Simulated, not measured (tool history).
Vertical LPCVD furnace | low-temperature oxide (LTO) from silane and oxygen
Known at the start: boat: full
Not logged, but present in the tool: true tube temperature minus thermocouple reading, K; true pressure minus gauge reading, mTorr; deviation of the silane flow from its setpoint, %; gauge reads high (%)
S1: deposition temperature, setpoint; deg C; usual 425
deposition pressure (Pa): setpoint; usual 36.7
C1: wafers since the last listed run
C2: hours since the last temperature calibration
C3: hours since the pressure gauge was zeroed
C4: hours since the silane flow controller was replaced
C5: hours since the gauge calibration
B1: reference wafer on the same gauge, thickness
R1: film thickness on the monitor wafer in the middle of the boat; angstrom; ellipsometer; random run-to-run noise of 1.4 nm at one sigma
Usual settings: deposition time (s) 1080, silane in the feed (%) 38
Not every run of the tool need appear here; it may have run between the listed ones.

Run 1, hour 0.0: usual settings but S1 420 deg C; C1 0; C2 3312.9; C3 1947.7; C4 5236.2; C5 120.8; B1 306.94. Result: R1 2413.4 angstrom.
Run 2, hour 57.7: usual settings but S1 420 deg C; C1 881; C2 3370.6; C3 2005.4; C4 5293.9; C5 178.5; B1 306.92. Result: R1 2390.9 angstrom.
Run 3, hour 121.2: usual settings but deposition pressure (Pa) 30.7; C1 969; C2 3434.1; C3 2068.9; C4 5357.4; C5 242.0; B1 307.04. Result: R1 2117.8 angstrom.
Run 4, hour 197.7: usual settings but deposition pressure (Pa) 30.7; C1 1168; C2 3510.6; C3 2145.4; C4 5433.9; C5 318.5; B1 307.04. Result: R1 2106.6 angstrom.
Run 5, hour 296.7: usual settings but deposition pressure (Pa) 40.7; C1 1512; C2 3609.6; C3 2244.4; C4 5532.9; C5 417.5; B1 306.91. Result: R1 2814.4 angstrom.
Run 6, hour 386.7: usual settings but deposition pressure (Pa) 40.7; C1 1374; C2 3699.6; C3 2334.4; C4 5622.9; C5 507.5; B1 306.80. Result: R1 2789.1 angstrom.
At hour 424.6: thermocouples replaced and temperature profile calibrated.
At hour 452.5: silane flow controller replaced.
Run 7, hour 453.0: usual settings but S1 433 deg C; C1 279; C2 28.4; C3 2400.7; C4 0.5; C5 573.8; B1 306.85. Result: R1 2736.8 angstrom.
Run 8, hour 474.6: usual settings but S1 433 deg C; C1 329; C2 50.0; C3 2422.3; C4 22.1; C5 595.4; B1 306.96. Result: R1 2726.9 angstrom.
Run 9, hour 527.8: usual settings; C1 812; C2 103.2; C3 2475.5; C4 75.3; C5 648.6; B1 307.46. Result: R1 2493.2 angstrom.
Run 10, hour 586.6: usual settings but S1 435 deg C, silane in the feed (%) 41; C1 898; C2 162.0; C3 2534.3; C4 134.1; C5 707.4; B1 307.07. Result: R1 3005.9 angstrom.
Run 11, hour 677.8: usual settings but deposition pressure (Pa) 41.3, silane in the feed (%) 35; C1 1393; C2 253.2; C3 2625.5; C4 225.3; C5 798.6; B1 306.97. Result: R1 2572.4 angstrom.
Run 12, hour 776.1: usual settings; C1 1501; C2 351.5; C3 2723.8; C4 323.6; C5 896.9; B1 307.03. Result: R1 2498.1 angstrom.
Run 13, hour 821.3: usual settings but S1 420 deg C; C1 690; C2 396.7; C3 2769.0; C4 368.8; C5 942.1; B1 307.02. Result: R1 2382.8 angstrom.
Run 14, hour 858.0: usual settings; C1 560; C2 433.4; C3 2805.7; C4 405.5; C5 978.8; B1 306.72. Result: R1 2523.2 angstrom.
Run 15, hour 905.5: usual settings but S1 414 deg C; C1 725; C2 480.9; C3 2853.2; C4 453.0; C5 1026.3; B1 307.02. Result: R1 2233.2 angstrom.
Run 16, hour 1000.8: usual settings; C1 1455; C2 576.2; C3 2948.5; C4 548.3; C5 1121.6; B1 307.19. Result: R1 2530.5 angstrom.
Run 17, hour 1074.7: usual settings but S1 433 deg C; C1 1128; C2 650.1; C3 3022.4; C4 622.2; C5 1195.5; B1 306.80. Result: R1 2722.2 angstrom.
Run 18, hour 1159.6: usual settings but S1 430 deg C; C1 1296; C2 735.0; C3 3107.3; C4 707.1; C5 1280.4; B1 307.11. Result: R1 2659.4 angstrom.
Run 19, hour 1255.1: usual settings but deposition pressure (Pa) 32.0; C1 1458; C2 830.5; C3 3202.8; C4 802.6; C5 1375.9; B1 306.86. Result: R1 2174.4 angstrom.
Run 20, hour 1536.7: usual settings but deposition time (s) 1260, silane in the feed (%) 33; C1 4301; C2 1112.1; C3 3484.4; C4 1084.2; C5 1657.5; B1 306.97. Result: R1 2463.3 angstrom.
Run 21, hour 1580.8: usual settings but S1 431 deg C; C1 673; C2 1156.2; C3 3528.5; C4 1128.3; C5 1701.6; B1 306.99. Result: R1 2676.1 angstrom.
Run 22, hour 1646.3: usual settings but deposition time (s) 1230; C1 1000; C2 1221.7; C3 3594.0; C4 1193.8; C5 1767.1; B1 307.07. Result: R1 2860.8 angstrom.
At hour 1675.7: pressure gauge zeroed.
Run 23, hour 1708.6: usual settings but S1 422 deg C, deposition pressure (Pa) 33.3, deposition time (s) 1320, silane in the feed (%) 42; C1 585; C2 1284.0; C3 32.9; C4 1256.1; C5 1829.4; B1 307.17. Result: R1 3114.7 angstrom.
Run 24, hour 1810.2: usual settings but S1 436 deg C, deposition pressure (Pa) 29.3, deposition time (s) 1410, silane in the feed (%) 43; C1 1551; C2 1385.6; C3 134.5; C4 1357.7; C5 1931.0; B1 306.64. Result: R1 3393.6 angstrom.
Run 25, hour 1917.0: usual settings but S1 420 deg C, deposition pressure (Pa) 39.3, deposition time (s) 1320, silane in the feed (%) 41; C1 1631; C2 1492.4; C3 241.3; C4 1464.5; C5 2037.8; B1 306.92. Result: R1 3483.3 angstrom.
Run 26, hour 1983.3: usual settings; C1 1012; C2 1558.7; C3 307.6; C4 1530.8; C5 2104.1; B1 306.76. Result: R1 2570.0 angstrom.
Run 27, hour 2076.8: usual settings but S1 434 deg C, silane in the feed (%) 36; C1 1428; C2 1652.2; C3 401.1; C4 1624.3; C5 2197.6; B1 307.36. Result: R1 2608.3 angstrom.
Run 28, hour 2183.4: usual settings but S1 418 deg C; C1 1628; C2 1758.8; C3 507.7; C4 1730.9; C5 2304.2; B1 306.93. Result: R1 2373.1 angstrom.
Run 29, hour 2232.0: usual settings but deposition time (s) 1230, silane in the feed (%) 31; C1 742; C2 1807.4; C3 556.3; C4 1779.5; C5 2352.8; B1 307.05. Result: R1 2246.2 angstrom.
Run 30, hour 2323.7: usual settings but S1 420 deg C, deposition time (s) 1380; C1 1400; C2 1899.1; C3 648.0; C4 1871.2; C5 2444.5; B1 306.88. Result: R1 3130.5 angstrom.
Run 31, hour 2394.1: usual settings; C1 1075; C2 1969.5; C3 718.4; C4 1941.6; C5 2514.9; B1 307.14. Result: R1 2558.7 angstrom.
Run 32, hour 2451.8: usual settings but deposition time (s) 720; C1 881; C2 2027.2; C3 776.1; C4 1999.3; C5 2572.6; B1 307.14. Result: R1 1716.2 angstrom.

Pick out some run-to-run changes in R1. Of each, how much would a tool without hidden state show as well, from the settings, what came in and chance, and how much is left for the hidden state and any gauge scatter not in both results compared?
Run 9 -> 10: S1 425 -> 435, silane in the feed (%) 38 -> 41. R1 +512.7 angstrom: hidden state -11.7, all else +524.4.
Run 10 -> 11: S1 435 -> 425, deposition pressure (Pa) 36.7 -> 41.3, silane in the feed (%) 41 -> 35. R1 -433.5 angstrom: hidden state +15.5, all else -449.0.
Run 22 -> 23: S1 425 -> 422, deposition pressure (Pa) 36.7 -> 33.3, deposition time (s) 1230 -> 1320, silane in the feed (%) 38 -> 42, pressure gauge zeroed. R1 +253.9 angstrom: hidden state +74.3, all else +179.6.
Run 25 -> 26: S1 420 -> 425, deposition pressure (Pa) 39.3 -> 36.7, deposition time (s) 1320 -> 1080, silane in the feed (%) 41 -> 38. R1 -913.3 angstrom: hidden state -1.3, all else -912.0.
Run 29 -> 30: S1 425 -> 420, deposition time (s) 1230 -> 1380, silane in the feed (%) 31 -> 38. R1 +884.3 angstrom: hidden state -9.1, all else +893.4.
Run 31 -> 32: deposition time (s) 1080 -> 720. R1 -842.5 angstrom: hidden state +5.9, all else -848.4.
